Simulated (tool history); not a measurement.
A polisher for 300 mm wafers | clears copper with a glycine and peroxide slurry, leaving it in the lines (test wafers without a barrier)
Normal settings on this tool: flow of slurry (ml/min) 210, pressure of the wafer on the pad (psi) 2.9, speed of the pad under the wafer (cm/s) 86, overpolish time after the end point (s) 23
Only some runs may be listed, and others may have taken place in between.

| run | day | flow of slurry (ml/min) | pressure of the wafer on the pad (psi) | speed of the pad under the wafer (cm/s) | overpolish time after the end point (s) | incoming thickness of the incoming film, nm | time until the end point was called (s) | dishing of a wide line in a test structure (nm) |
|---|---|---|---|---|---|---|---|---|
| 1 | 0 | 210 | 2.9 | 102 | 23 | 369.4 | 57.8 | 94.5 |
| 2 | 2.821 | 210 | 2.9 | 102 | 23 | 380.2 | 61.2 | 97.8 |
|  | 3.675 | slurry nozzle cleaned |
| 3 | 4.604 | 265 | 2.9 | 86 | 23 | 368.7 | 64.4 | 92.4 |
| 4 | 7.212 | 265 | 2.9 | 86 | 23 | 375.5 | 66 | 90.5 |
|  | 7.55 | head pressure recalibrated |
| 5 | 9.283 | 210 | 2.9 | 86 | 23 | 371.8 | 68.3 | 89.9 |
| 6 | 11.2 | 235 | 2.9 | 86 | 23 | 371.7 | 66.9 | 87.8 |
| 7 | 14.529 | 210 | 3.3 | 86 | 23 | 378.1 | 64 | 95.5 |
|  | 15.229 | worn pad replaced by a new one |
| 8 | 17.554 | 210 | 3.3 | 86 | 23 | 377.8 | 60 | 95.7 |
| 9 | 22.008 | 210 | 3.3 | 86 | 23 | 375.2 | 61.5 | 97.4 |
| 10 | 24.617 | 210 | 2.9 | 106 | 23 | 372.5 | 60.3 | 96.6 |
|  | 34.729 | slurry nozzle cleaned |
| 11 | 37.35 | 210 | 2.9 | 106 | 23 | 373.3 | 60.2 | 95.4 |
|  | 39.258 | worn pad replaced by a new one |
| 12 | 40.704 | 210 | 2.9 | 86 | 23 | 376.2 | 65 | 92.7 |
| 13 | 44.275 | 210 | 2.9 | 86 | 23 | 382.9 | 65.9 | 93.9 |
| 14 | 46.246 | 210 | 2.9 | 86 | 23 | 378.2 | 67.3 | 92.4 |
|  | 47.454 | head pressure recalibrated |
| 15 | 50.092 | 255 | 2.4 | 70 | 18 | 379.5 | 84.7 | 58.9 |
| 16 | 52.5 | 210 | 2.9 | 86 | 23 | 371.5 | 67.1 | 92 |
| 17 | 55.104 | 210 | 2.9 | 86 | 23 | 373.4 | 67.7 | 87.1 |
| 18 | 57.15 | 255 | 3.7 | 60 | 23 | 368.7 | 70.8 | 85.5 |
| 19 | 59.408 | 210 | 2.2 | 102 | 23 | 372.8 | 71.5 | 85 |
| 20 | 62.542 | 190 | 3.7 | 64 | 36 | 376 | 71.4 | 120.6 |
|  | 63.1 | worn pad replaced by a new one |
| 21 | 71.883 | 210 | 2.9 | 86 | 23 | 368.7 | 66.4 | 88.2 |
|  | 73.304 | slurry nozzle cleaned |
| 22 | 73.525 | 145 | 2.9 | 100 | 23 | 375 | 64.3 | 90.3 |
| 23 | 77.808 | 210 | 2.9 | 86 | 23 | 380.5 | 70.4 | 90.2 |
|  | 79.962 | head pressure recalibrated |
| 24 | 82.058 | 250 | 2 | 68 | 30 | 378.5 | 99.4 | 80.9 |
| 25 | 84.629 | 210 | 2.9 | 86 | 23 | 372.1 | 69.2 | 87.5 |
|  | 87.042 | worn pad replaced by a new one |
| 26 | 89.012 | 160 | 2.9 | 64 | 23 | 372 | 79.5 | 78.4 |
| 27 | 91.933 | 210 | 2.9 | 86 | 23 | 374.3 | 65.4 | 90.6 |
| 28 | 94.808 | 170 | 2.9 | 66 | 23 | 378.1 | 82.4 | 75.5 |
|  | 106.683 | slurry nozzle cleaned |
| 29 | 106.946 | 210 | 1.9 | 86 | 23 | 376.5 | 89.5 | 70.9 |

How would selected steps in time until the end point was called (s) from run to run divide? Give the signed amount a tool lacking its hidden state would still show from settings, what came in and random variation, and the signed amount left for the hidden state, including any gauge scatter that is not in both of the compared results.
The hidden state here: removal rate lost through wear of the pad, %; slurry flow missing at the pad, %; deviation of the head's pressure from its setpoint, %.
Run 11 -> 12: speed of the pad under the wafer (cm/s) 106 -> 86, worn pad replaced by a new one. time until the end point was called (s) +4.8: hidden state -5.4, all else +10.2.
Run 23 -> 24: flow of slurry (ml/min) 210 -> 250, pressure of the wafer on the pad (psi) 2.9 -> 2, speed of the pad under the wafer (cm/s) 86 -> 68, overpolish time after the end point (s) 23 -> 30, head pressure recalibrated. time until the end point was called (s) +29: hidden state +3.3, all else +25.7.
Run 24 -> 25: flow of slurry (ml/min) 250 -> 210, pressure of the wafer on the pad (psi) 2 -> 2.9, speed of the pad under the wafer (cm/s) 68 -> 86, overpolish time after the end point (s) 30 -> 23. time until the end point was called (s) -30.2: hidden state -2.9, all else -27.3.
Run 25 -> 26: flow of slurry (ml/min) 210 -> 160, speed of the pad under the wafer (cm/s) 86 -> 64, worn pad replaced by a new one. time until the end point was called (s) +10.3: hidden state -4.2, all else +14.5.

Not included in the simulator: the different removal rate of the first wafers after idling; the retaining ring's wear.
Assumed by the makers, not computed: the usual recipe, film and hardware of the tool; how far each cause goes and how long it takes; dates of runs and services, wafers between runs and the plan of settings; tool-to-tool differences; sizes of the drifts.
